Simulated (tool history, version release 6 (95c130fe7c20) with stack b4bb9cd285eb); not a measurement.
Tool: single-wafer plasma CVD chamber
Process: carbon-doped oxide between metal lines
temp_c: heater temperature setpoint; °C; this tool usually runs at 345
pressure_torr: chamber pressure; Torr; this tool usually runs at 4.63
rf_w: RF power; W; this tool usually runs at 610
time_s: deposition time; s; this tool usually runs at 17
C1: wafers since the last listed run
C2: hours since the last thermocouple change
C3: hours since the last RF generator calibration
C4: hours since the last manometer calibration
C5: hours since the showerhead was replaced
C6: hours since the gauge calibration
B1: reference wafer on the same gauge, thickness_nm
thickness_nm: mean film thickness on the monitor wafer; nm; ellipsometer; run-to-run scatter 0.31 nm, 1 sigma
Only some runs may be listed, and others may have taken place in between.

Run 1, hour 0: usual settings; C1 0; C2 1451.8; C3 1304.4; C4 1005; C5 5141.4; C6 1180.6; B1 86.799. Result: thickness_nm 96.952 nm.
At hour 108.7: thermocouple changed; heater temperature recalibrated.
Run 2, hour 198.2: usual settings; C1 8014; C2 89.5; C3 1502.6; C4 1203.2; C5 5339.6; C6 1378.8; B1 86.645. Result: thickness_nm 97.761 nm.
Run 3, hour 234.3: usual settings; C1 1521; C2 125.6; C3 1538.7; C4 1239.3; C5 5375.7; C6 1414.9; B1 86.808. Result: thickness_nm 98.085 nm.
Run 4, hour 285.3: usual settings but rf_w 580 W; C1 2149; C2 176.6; C3 1589.7; C4 1290.3; C5 5426.7; C6 1465.9; B1 86.836. Result: thickness_nm 93.203 nm.
Run 5, hour 333.1: usual settings but rf_w 580 W; C1 2014; C2 224.4; C3 1637.5; C4 1338.1; C5 5474.5; C6 1513.7; B1 86.958. Result: thickness_nm 94.4 nm.
Run 6, hour 404.4: usual settings but rf_w 580 W; C1 3004; C2 295.7; C3 1708.8; C4 1409.4; C5 5545.8; C6 1585; B1 86.808. Result: thickness_nm 93.967 nm.
At hour 427.9: RF generator calibrated.
Run 7, hour 445.7: usual settings; C1 1403; C2 337; C3 17.8; C4 1450.7; C5 5587.1; C6 1626.3; B1 86.83. Result: thickness_nm 99.281 nm.
Run 8, hour 488.5: usual settings; C1 1803; C2 379.8; C3 60.6; C4 1493.5; C5 5629.9; C6 1669.1; B1 86.769. Result: thickness_nm 98.898 nm.
Run 9, hour 533.5: usual settings; C1 1896; C2 424.8; C3 105.6; C4 1538.5; C5 5674.9; C6 1714.1; B1 86.977. Result: thickness_nm 99.174 nm.
Run 10, hour 595.2: usual settings but pressure_torr 3.62 Torr, rf_w 725 W, time_s 18.2 s; C1 2599; C2 486.5; C3 167.3; C4 1600.2; C5 5736.6; C6 1775.8; B1 86.815. Result: thickness_nm 118.136 nm.
At hour 642.2: gauge calibrated.
Run 11, hour 643.9: usual settings but pressure_torr 5.08 Torr; C1 2052; C2 535.2; C3 216; C4 1648.9; C5 5785.3; C6 1.7; B1 86.91. Result: thickness_nm 99.867 nm.
Run 12, hour 686.7: usual settings but temp_c 358 °C; C1 1803; C2 578; C3 258.8; C4 1691.7; C5 5828.1; C6 44.5; B1 86.779. Result: thickness_nm 95.431 nm.
Run 13, hour 725.3: usual settings but temp_c 331 °C, pressure_torr 3.61 Torr, rf_w 540 W; C1 1626; C2 616.6; C3 297.4; C4 1730.3; C5 5866.7; C6 83.1; B1 86.803. Result: thickness_nm 90.171 nm.
Run 14, hour 774.5: usual settings but pressure_torr 5.45 Torr; C1 2073; C2 665.8; C3 346.6; C4 1779.5; C5 5915.9; C6 132.3; B1 86.796. Result: thickness_nm 100.549 nm.
At hour 788.1: showerhead replaced.
Run 15, hour 822.1: usual settings but temp_c 335 °C, pressure_torr 4.24 Torr, rf_w 715 W; C1 1668; C2 713.4; C3 394.2; C4 1827.1; C5 34; C6 179.9; B1 86.86. Result: thickness_nm 112.906 nm.
Run 16, hour 846.6: usual settings but rf_w 700 W, time_s 17.9 s; C1 1032; C2 737.9; C3 418.7; C4 1851.6; C5 58.5; C6 204.4; B1 86.812. Result: thickness_nm 114.761 nm.
Run 17, hour 892.2: usual settings; C1 1921; C2 783.5; C3 464.3; C4 1897.2; C5 104.1; C6 250; B1 86.775. Result: thickness_nm 97.861 nm.
Run 18, hour 948.9: usual settings but temp_c 337 °C, pressure_torr 5.73 Torr, time_s 14.9 s; C1 2389; C2 840.2; C3 521; C4 1953.9; C5 160.8; C6 306.7; B1 86.906. Result: thickness_nm 90.328 nm.
Run 19, hour 989: usual settings but temp_c 354 °C, rf_w 500 W; C1 1689; C2 880.3; C3 561.1; C4 1994; C5 200.9; C6 346.8; B1 86.738. Result: thickness_nm 81.225 nm.
Run 20, hour 1052.8: usual settings but temp_c 336 °C, pressure_torr 3.53 Torr, rf_w 560 W, time_s 15.8 s; C1 2688; C2 944.1; C3 624.9; C4 2057.8; C5 264.7; C6 410.6; B1 86.85. Result: thickness_nm 84.362 nm.
At hour 1074: capacitance manometer re-zeroed and calibrated.
Run 21, hour 1111.7: usual settings but temp_c 339 °C, rf_w 515 W; C1 2144; C2 1003; C3 683.8; C4 37.7; C5 323.6; C6 469.5; B1 86.768. Result: thickness_nm 86.738 nm.
Run 22, hour 1176.4: usual settings; C1 2726; C2 1067.7; C3 748.5; C4 102.4; C5 388.3; C6 534.2; B1 86.856. Result: thickness_nm 97.486 nm.
Run 23, hour 1339.2: usual settings; C1 6859; C2 1230.5; C3 911.3; C4 265.2; C5 551.1; C6 697; B1 86.777. Result: thickness_nm 98.014 nm.
Run 24, hour 1396.9: usual settings but rf_w 500 W, time_s 14.8 s; C1 2431; C2 1288.2; C3 969; C4 322.9; C5 608.8; C6 754.7; B1 86.718. Result: thickness_nm 71.898 nm.
Run 25, hour 1464.9: usual settings but temp_c 349 °C; C1 2865; C2 1356.2; C3 1037; C4 390.9; C5 676.8; C6 822.7; B1 86.882. Result: thickness_nm 96.362 nm.
Run 26, hour 1656.1: usual settings; C1 8056; C2 1547.4; C3 1228.2; C4 582.1; C5 868; C6 1013.9; B1 86.64. Result: thickness_nm 97.143 nm.
At hour 1707.3: thermocouple changed; heater temperature recalibrated.
Run 27, hour 1720.3: usual settings but pressure_torr 5.6 Torr, time_s 19.8 s; C1 2368; C2 13; C3 1292.4; C4 646.3; C5 932.2; C6 1078.1; B1 86.804. Result: thickness_nm 116.345 nm.

Measured result minus the same run's result without the hidden state. Both carry the same run-to-run variation, though not necessarily the same gauge scatter:
Hidden state present: wafer temperature above the value expected at the setpoint (K); delivered RF power above the setpoint (%); true pressure above the setpoint (%); gauge reads high (%).
run  thickness_nm
  1        -3.437
  2        -2.087
  3        -2.134
  4        -2.081
  5        -2.157
  6        -2.218
  7        -0.477
  8        -0.637
  9          -0.8
 10        -1.187
 11        -1.167
 12        -1.177
 13        -1.355
 14        -1.548
 15         -1.94
 16        -1.953
 17        -1.791
 18        -1.828
 19         -1.64
 20        -1.939
 21        -2.059
 22        -2.344
 23        -2.621
 24        -2.038
 25        -2.687
 26        -3.029
 27        -2.095
